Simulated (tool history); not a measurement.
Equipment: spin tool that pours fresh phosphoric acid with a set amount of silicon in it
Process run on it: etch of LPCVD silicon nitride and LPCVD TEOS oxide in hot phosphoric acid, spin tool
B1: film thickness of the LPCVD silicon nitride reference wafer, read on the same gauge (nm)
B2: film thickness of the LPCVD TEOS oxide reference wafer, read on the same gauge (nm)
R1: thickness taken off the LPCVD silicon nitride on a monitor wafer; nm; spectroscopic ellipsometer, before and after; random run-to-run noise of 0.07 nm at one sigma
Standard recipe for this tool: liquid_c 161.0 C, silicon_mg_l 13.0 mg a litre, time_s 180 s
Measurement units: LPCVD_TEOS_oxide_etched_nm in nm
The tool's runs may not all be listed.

{"run": 1, "hour": 0.0, "liquid_c": 161.0, "silicon_mg_l": 13.0, "time_s": 180, "B1": 80.03, "B2": 140.006, "R1": 17.72, "LPCVD_TEOS_oxide_etched_nm": 0.611}
{"run": 2, "hour": 38.2, "liquid_c": 161.0, "silicon_mg_l": 13.0, "time_s": 180, "B1": 79.99, "B2": 139.984, "R1": 17.74, "LPCVD_TEOS_oxide_etched_nm": 0.605}
{"run": 3, "hour": 98.2, "liquid_c": 161.0, "silicon_mg_l": 13.0, "time_s": 100, "B1": 80.0, "B2": 139.99, "R1": 9.76, "LPCVD_TEOS_oxide_etched_nm": 0.336}
{"run": 4, "hour": 216.7, "liquid_c": 161.0, "silicon_mg_l": 13.0, "time_s": 100, "B1": 79.96, "B2": 140.054, "R1": 9.86, "LPCVD_TEOS_oxide_etched_nm": 0.346}
{"run": 5, "hour": 287.3, "liquid_c": 161.0, "silicon_mg_l": 13.0, "time_s": 100, "B1": 79.99, "B2": 140.012, "R1": 9.87, "LPCVD_TEOS_oxide_etched_nm": 0.326}
{"run": 6, "hour": 315.5, "liquid_c": 161.0, "silicon_mg_l": 13.0, "time_s": 180, "B1": 80.0, "B2": 140.046, "R1": 17.8, "LPCVD_TEOS_oxide_etched_nm": 0.637}
{"run": 7, "hour": 376.8, "liquid_c": 161.0, "silicon_mg_l": 13.0, "time_s": 180, "B1": 79.98, "B2": 140.017, "R1": 17.68, "LPCVD_TEOS_oxide_etched_nm": 0.614}
{"hour": 431.4, "done": "thermometer replaced"}
{"run": 8, "hour": 435.1, "liquid_c": 161.0, "silicon_mg_l": 20.0, "time_s": 180, "B1": 80.01, "B2": 139.988, "R1": 17.68, "LPCVD_TEOS_oxide_etched_nm": 0.484}
{"run": 9, "hour": 486.6, "liquid_c": 161.0, "silicon_mg_l": 20.0, "time_s": 180, "B1": 80.01, "B2": 139.991, "R1": 17.72, "LPCVD_TEOS_oxide_etched_nm": 0.492}
{"run": 10, "hour": 526.4, "liquid_c": 160.0, "silicon_mg_l": 22.0, "time_s": 85, "B1": 79.98, "B2": 140.058, "R1": 8.13, "LPCVD_TEOS_oxide_etched_nm": 0.207}
{"run": 11, "hour": 590.1, "liquid_c": 163.0, "silicon_mg_l": 21.5, "time_s": 225, "B1": 80.02, "B2": 139.958, "R1": 23.59, "LPCVD_TEOS_oxide_etched_nm": 0.707}
{"hour": 597.9, "done": "gauge calibrated"}
{"run": 12, "hour": 649.6, "liquid_c": 163.0, "silicon_mg_l": 20.5, "time_s": 260, "B1": 80.0, "B2": 140.02, "R1": 27.29, "LPCVD_TEOS_oxide_etched_nm": 0.796}
{"run": 13, "hour": 696.1, "liquid_c": 158.0, "silicon_mg_l": 13.0, "time_s": 180, "B1": 80.02, "B2": 140.009, "R1": 15.96, "LPCVD_TEOS_oxide_etched_nm": 0.5}
{"hour": 756.6, "done": "dissolved silicon flow meter replaced"}
{"hour": 780.9, "done": "heated supply line repaired"}
{"run": 14, "hour": 810.0, "liquid_c": 161.0, "silicon_mg_l": 13.0, "time_s": 180, "B1": 80.01, "B2": 140.035, "R1": 17.82, "LPCVD_TEOS_oxide_etched_nm": 0.593}
{"run": 15, "hour": 886.6, "liquid_c": 161.0, "silicon_mg_l": 13.0, "time_s": 180, "B1": 79.99, "B2": 140.008, "R1": 17.74, "LPCVD_TEOS_oxide_etched_nm": 0.633}
{"run": 16, "hour": 951.6, "liquid_c": 161.0, "silicon_mg_l": 13.0, "time_s": 250, "B1": 80.0, "B2": 139.999, "R1": 24.66, "LPCVD_TEOS_oxide_etched_nm": 0.85}
{"run": 17, "hour": 1023.1, "liquid_c": 158.5, "silicon_mg_l": 13.0, "time_s": 120, "B1": 80.0, "B2": 140.031, "R1": 10.88, "LPCVD_TEOS_oxide_etched_nm": 0.367}
{"run": 18, "hour": 1066.8, "liquid_c": 159.5, "silicon_mg_l": 8.5, "time_s": 180, "B1": 80.0, "B2": 139.978, "R1": 16.89, "LPCVD_TEOS_oxide_etched_nm": 0.596}

Alternative continuations, all from the tool just after run 18; predict every row:
{"run": "A", "hour": 1067.3, "liquid_c": 161.0, "silicon_mg_l": 13.0, "time_s": 180, "B1": "?", "B2": "?", "R1": "?", "LPCVD_TEOS_oxide_etched_nm": "?"}
{"run": "B", "hour": 1067.3, "liquid_c": 161.0, "silicon_mg_l": 18.5, "time_s": 180, "B1": "?", "B2": "?", "R1": "?", "LPCVD_TEOS_oxide_etched_nm": "?"}
{"run": "C", "hour": 1067.3, "liquid_c": 161.0, "silicon_mg_l": 13.0, "time_s": 255, "B1": "?", "B2": "?", "R1": "?", "LPCVD_TEOS_oxide_etched_nm": "?"}
{"run": "D", "hour": 1067.3, "liquid_c": 161.0, "silicon_mg_l": 13.0, "time_s": 280, "B1": "?", "B2": "?", "R1": "?", "LPCVD_TEOS_oxide_etched_nm": "?"}
{"run": "E", "hour": 1067.3, "liquid_c": 158.5, "silicon_mg_l": 13.0, "time_s": 180, "B1": "?", "B2": "?", "R1": "?", "LPCVD_TEOS_oxide_etched_nm": "?"}

run=A B1=79.99 B2=139.998 R1=17.74 LPCVD_TEOS_oxide_etched_nm=0.584
run=B B1=79.99 B2=139.998 R1=17.74 LPCVD_TEOS_oxide_etched_nm=0.507
run=C B1=79.99 B2=139.998 R1=25.13 LPCVD_TEOS_oxide_etched_nm=0.827
run=D B1=79.99 B2=139.998 R1=27.59 LPCVD_TEOS_oxide_etched_nm=0.908
run=E B1=79.99 B2=139.998 R1=16.31 LPCVD_TEOS_oxide_etched_nm=0.485
The same runs, with their run-to-run variation unchanged, on a tool lacking any hidden condition would have given:
run=A R1=17.74 LPCVD_TEOS_oxide_etched_nm=0.584
run=B R1=17.74 LPCVD_TEOS_oxide_etched_nm=0.507
run=C R1=25.13 LPCVD_TEOS_oxide_etched_nm=0.827
run=D R1=27.59 LPCVD_TEOS_oxide_etched_nm=0.908
run=E R1=16.31 LPCVD_TEOS_oxide_etched_nm=0.485
